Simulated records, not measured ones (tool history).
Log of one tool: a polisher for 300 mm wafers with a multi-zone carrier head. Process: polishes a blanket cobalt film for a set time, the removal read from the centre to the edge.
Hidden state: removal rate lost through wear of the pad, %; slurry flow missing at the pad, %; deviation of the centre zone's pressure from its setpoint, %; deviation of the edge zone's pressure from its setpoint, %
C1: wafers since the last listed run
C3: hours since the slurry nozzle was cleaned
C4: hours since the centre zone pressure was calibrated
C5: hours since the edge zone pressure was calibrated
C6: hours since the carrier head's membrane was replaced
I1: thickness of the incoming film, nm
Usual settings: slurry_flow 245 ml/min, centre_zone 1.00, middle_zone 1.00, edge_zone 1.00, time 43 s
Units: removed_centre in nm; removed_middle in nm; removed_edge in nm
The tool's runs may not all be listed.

{"run": 1, "hour": 0.0, "slurry_flow": 310, "centre_zone": 1.0, "middle_zone": 1.04, "edge_zone": 1.08, "time": 54, "C1": 0, "wafers polished on this pad": 1726, "C3": 260.1, "C4": 131.8, "C5": 164.3, "C6": 1428.1, "I1": 987.1, "removed_centre": 214.7, "removed_middle": 229.3, "removed_edge": 224.4}
{"run": 2, "hour": 14.3, "slurry_flow": 245, "centre_zone": 1.0, "middle_zone": 1.0, "edge_zone": 1.0, "time": 43, "C1": 172, "wafers polished on this pad": 1898, "C3": 274.4, "C4": 146.1, "C5": 178.6, "C6": 1442.4, "I1": 984.8, "removed_centre": 167.0, "removed_middle": 173.2, "removed_edge": 170.4}
{"run": 3, "hour": 27.0, "slurry_flow": 245, "centre_zone": 1.0, "middle_zone": 1.0, "edge_zone": 1.0, "time": 43, "C1": 153, "wafers polished on this pad": 2052, "C3": 287.1, "C4": 158.8, "C5": 191.3, "C6": 1455.1, "I1": 1015.3, "removed_centre": 167.9, "removed_middle": 173.9, "removed_edge": 170.3}
{"run": 4, "hour": 50.4, "slurry_flow": 245, "centre_zone": 1.0, "middle_zone": 1.0, "edge_zone": 1.0, "time": 43, "C1": 282, "wafers polished on this pad": 2334, "C3": 310.5, "C4": 182.2, "C5": 214.7, "C6": 1478.5, "I1": 1004.7, "removed_centre": 161.6, "removed_middle": 169.6, "removed_edge": 169.9}
{"run": 5, "hour": 69.7, "slurry_flow": 245, "centre_zone": 0.95, "middle_zone": 1.0, "edge_zone": 1.0, "time": 54, "C1": 233, "wafers polished on this pad": 2567, "C3": 329.8, "C4": 201.5, "C5": 234.0, "C6": 1497.8, "I1": 993.6, "removed_centre": 192.7, "removed_middle": 219.3, "removed_edge": 215.1}
{"run": 6, "hour": 102.5, "slurry_flow": 245, "centre_zone": 1.0, "middle_zone": 1.0, "edge_zone": 0.9, "time": 43, "C1": 396, "wafers polished on this pad": 2963, "C3": 362.6, "C4": 234.3, "C5": 266.8, "C6": 1530.6, "I1": 997.6, "removed_centre": 162.5, "removed_middle": 175.8, "removed_edge": 158.9}
{"hour": 123.7, "done": "carrier head's membrane replaced by a new one, of another model than before"}
{"run": 7, "hour": 137.4, "slurry_flow": 245, "centre_zone": 0.94, "middle_zone": 1.0, "edge_zone": 1.0, "time": 36, "C1": 361, "wafers polished on this pad": 3325, "C3": 397.5, "C4": 269.2, "C5": 301.7, "C6": 13.7, "I1": 985.5, "removed_centre": 129.6, "removed_middle": 145.6, "removed_edge": 145.9}
{"hour": 144.1, "done": "worn pad replaced by a new one"}
{"run": 8, "hour": 154.7, "slurry_flow": 245, "centre_zone": 1.0, "middle_zone": 0.95, "edge_zone": 1.0, "time": 43, "C1": 160, "wafers polished on this pad": 128, "C3": 414.8, "C4": 286.5, "C5": 319.0, "C6": 31.0, "I1": 981.5, "removed_centre": 162.2, "removed_middle": 170.1, "removed_edge": 169.3}
{"run": 9, "hour": 173.5, "slurry_flow": 245, "centre_zone": 1.0, "middle_zone": 1.08, "edge_zone": 1.0, "time": 43, "C1": 227, "wafers polished on this pad": 355, "C3": 433.6, "C4": 305.3, "C5": 337.8, "C6": 49.8, "I1": 996.7, "removed_centre": 161.0, "removed_middle": 173.6, "removed_edge": 166.5}
{"run": 10, "hour": 193.8, "slurry_flow": 245, "centre_zone": 1.0, "middle_zone": 1.0, "edge_zone": 1.0, "time": 43, "C1": 245, "wafers polished on this pad": 600, "C3": 453.9, "C4": 325.6, "C5": 358.1, "C6": 70.1, "I1": 989.4, "removed_centre": 163.5, "removed_middle": 173.1, "removed_edge": 168.8}
{"run": 11, "hour": 208.3, "slurry_flow": 305, "centre_zone": 1.0, "middle_zone": 1.0, "edge_zone": 1.0, "time": 49, "C1": 175, "wafers polished on this pad": 775, "C3": 468.4, "C4": 340.1, "C5": 372.6, "C6": 84.6, "I1": 1000.8, "removed_centre": 187.3, "removed_middle": 199.8, "removed_edge": 197.0}
{"run": 12, "hour": 238.9, "slurry_flow": 245, "centre_zone": 1.0, "middle_zone": 1.04, "edge_zone": 0.9, "time": 47, "C1": 369, "wafers polished on this pad": 1144, "C3": 499.0, "C4": 370.7, "C5": 403.2, "C6": 115.2, "I1": 987.4, "removed_centre": 176.7, "removed_middle": 193.0, "removed_edge": 172.8}
{"run": 13, "hour": 264.0, "slurry_flow": 245, "centre_zone": 1.0, "middle_zone": 1.0, "edge_zone": 1.0, "time": 35, "C1": 303, "wafers polished on this pad": 1447, "C3": 524.1, "C4": 395.8, "C5": 428.3, "C6": 140.3, "I1": 1000.2, "removed_centre": 131.5, "removed_middle": 138.7, "removed_edge": 137.5}
{"run": 14, "hour": 319.4, "slurry_flow": 245, "centre_zone": 0.95, "middle_zone": 0.93, "edge_zone": 1.03, "time": 31, "C1": 669, "wafers polished on this pad": 2116, "C3": 579.5, "C4": 451.2, "C5": 483.7, "C6": 195.7, "I1": 987.5, "removed_centre": 110.7, "removed_middle": 119.0, "removed_edge": 123.4}
{"run": 15, "hour": 332.7, "slurry_flow": 245, "centre_zone": 0.94, "middle_zone": 1.0, "edge_zone": 1.0, "time": 43, "C1": 160, "wafers polished on this pad": 2277, "C3": 592.8, "C4": 464.5, "C5": 497.0, "C6": 209.0, "I1": 1001.8, "removed_centre": 150.9, "removed_middle": 171.5, "removed_edge": 173.5}
{"run": 16, "hour": 366.7, "slurry_flow": 215, "centre_zone": 1.0, "middle_zone": 1.0, "edge_zone": 1.0, "time": 43, "C1": 410, "wafers polished on this pad": 2688, "C3": 626.8, "C4": 498.5, "C5": 531.0, "C6": 243.0, "I1": 1004.1, "removed_centre": 156.8, "removed_middle": 167.4, "removed_edge": 172.5}
{"hour": 382.9, "done": "slurry nozzle cleaned"}
{"run": 17, "hour": 398.8, "slurry_flow": 245, "centre_zone": 1.0, "middle_zone": 1.0, "edge_zone": 1.05, "time": 55, "C1": 375, "wafers polished on this pad": 3063, "C3": 15.9, "C4": 530.6, "C5": 563.1, "C6": 275.1, "I1": 999.4, "removed_centre": 199.7, "removed_middle": 219.3, "removed_edge": 228.7}
{"hour": 424.3, "done": "worn pad replaced by a new one"}
{"run": 18, "hour": 432.2, "slurry_flow": 245, "centre_zone": 1.0, "middle_zone": 1.0, "edge_zone": 1.0, "time": 43, "C1": 355, "wafers polished on this pad": 95, "C3": 49.3, "C4": 564.0, "C5": 596.5, "C6": 308.5, "I1": 1007.8, "removed_centre": 158.1, "removed_middle": 171.6, "removed_edge": 172.4}
{"run": 19, "hour": 464.2, "slurry_flow": 325, "centre_zone": 0.94, "middle_zone": 1.12, "edge_zone": 0.91, "time": 43, "C1": 386, "wafers polished on this pad": 481, "C3": 81.3, "C4": 596.0, "C5": 628.5, "C6": 340.5, "I1": 1012.0, "removed_centre": 151.1, "removed_middle": 183.2, "removed_edge": 160.3}
{"run": 20, "hour": 485.4, "slurry_flow": 245, "centre_zone": 1.07, "middle_zone": 1.0, "edge_zone": 1.0, "time": 43, "C1": 256, "wafers polished on this pad": 737, "C3": 102.5, "C4": 617.2, "C5": 649.7, "C6": 361.7, "I1": 994.6, "removed_centre": 163.4, "removed_middle": 173.0, "removed_edge": 169.3}
{"hour": 515.4, "done": "centre zone pressure recalibrated"}
{"run": 21, "hour": 521.3, "slurry_flow": 245, "centre_zone": 1.0, "middle_zone": 1.0, "edge_zone": 1.0, "time": 43, "C1": 409, "wafers polished on this pad": 1147, "C3": 138.4, "C4": 5.9, "C5": 685.6, "C6": 397.6, "I1": 1003.4, "removed_centre": 169.9, "removed_middle": 171.5, "removed_edge": 166.8}

Forecast each of these 5 alternatives for the next run:
{"run": "A", "hour": 521.7, "slurry_flow": 245, "centre_zone": 1.0, "middle_zone": 1.0, "edge_zone": 1.0, "time": 43, "C1": 4, "wafers polished on this pad": 1151, "C3": 138.8, "C4": 6.3, "C5": 686.0, "C6": 398.0, "I1": 1002.3, "removed_centre": "?", "removed_middle": "?", "removed_edge": "?"}
{"run": "B", "hour": 521.7, "slurry_flow": 290, "centre_zone": 0.95, "middle_zone": 0.89, "edge_zone": 1.0, "time": 34, "C1": 4, "wafers polished on this pad": 1151, "C3": 138.8, "C4": 6.3, "C5": 686.0, "C6": 398.0, "I1": 1002.3, "removed_centre": "?", "removed_middle": "?", "removed_edge": "?"}
{"run": "C", "hour": 521.7, "slurry_flow": 245, "centre_zone": 1.0, "middle_zone": 1.0, "edge_zone": 0.96, "time": 43, "C1": 4, "wafers polished on this pad": 1151, "C3": 138.8, "C4": 6.3, "C5": 686.0, "C6": 398.0, "I1": 1002.3, "removed_centre": "?", "removed_middle": "?", "removed_edge": "?"}
{"run": "D", "hour": 521.7, "slurry_flow": 160, "centre_zone": 1.0, "middle_zone": 1.0, "edge_zone": 1.0, "time": 29, "C1": 4, "wafers polished on this pad": 1151, "C3": 138.8, "C4": 6.3, "C5": 686.0, "C6": 398.0, "I1": 1002.3, "removed_centre": "?", "removed_middle": "?", "removed_edge": "?"}
{"run": "E", "hour": 521.7, "slurry_flow": 325, "centre_zone": 0.9, "middle_zone": 1.04, "edge_zone": 1.0, "time": 33, "C1": 4, "wafers polished on this pad": 1151, "C3": 138.8, "C4": 6.3, "C5": 686.0, "C6": 398.0, "I1": 1002.3, "removed_centre": "?", "removed_middle": "?", "removed_edge": "?"}

run=A removed_centre=166.8 removed_middle=172.1 removed_edge=169.0
run=B removed_centre=128.9 removed_middle=131.0 removed_edge=135.2
run=C removed_centre=166.8 removed_middle=172.1 removed_edge=163.9
run=D removed_centre=107.4 removed_middle=111.3 removed_edge=110.5
run=E removed_centre=121.5 removed_middle=137.8 removed_edge=132.0
Without the tool's hidden state the same runs would have given:
run=A removed_centre=164.9 removed_middle=172.1 removed_edge=169.0
run=B removed_centre=127.4 removed_middle=131.0 removed_edge=135.2
run=C removed_centre=164.9 removed_middle=172.1 removed_edge=163.9
run=D removed_centre=106.2 removed_middle=111.3 removed_edge=110.5
run=E removed_centre=120.1 removed_middle=137.8 removed_edge=132.0

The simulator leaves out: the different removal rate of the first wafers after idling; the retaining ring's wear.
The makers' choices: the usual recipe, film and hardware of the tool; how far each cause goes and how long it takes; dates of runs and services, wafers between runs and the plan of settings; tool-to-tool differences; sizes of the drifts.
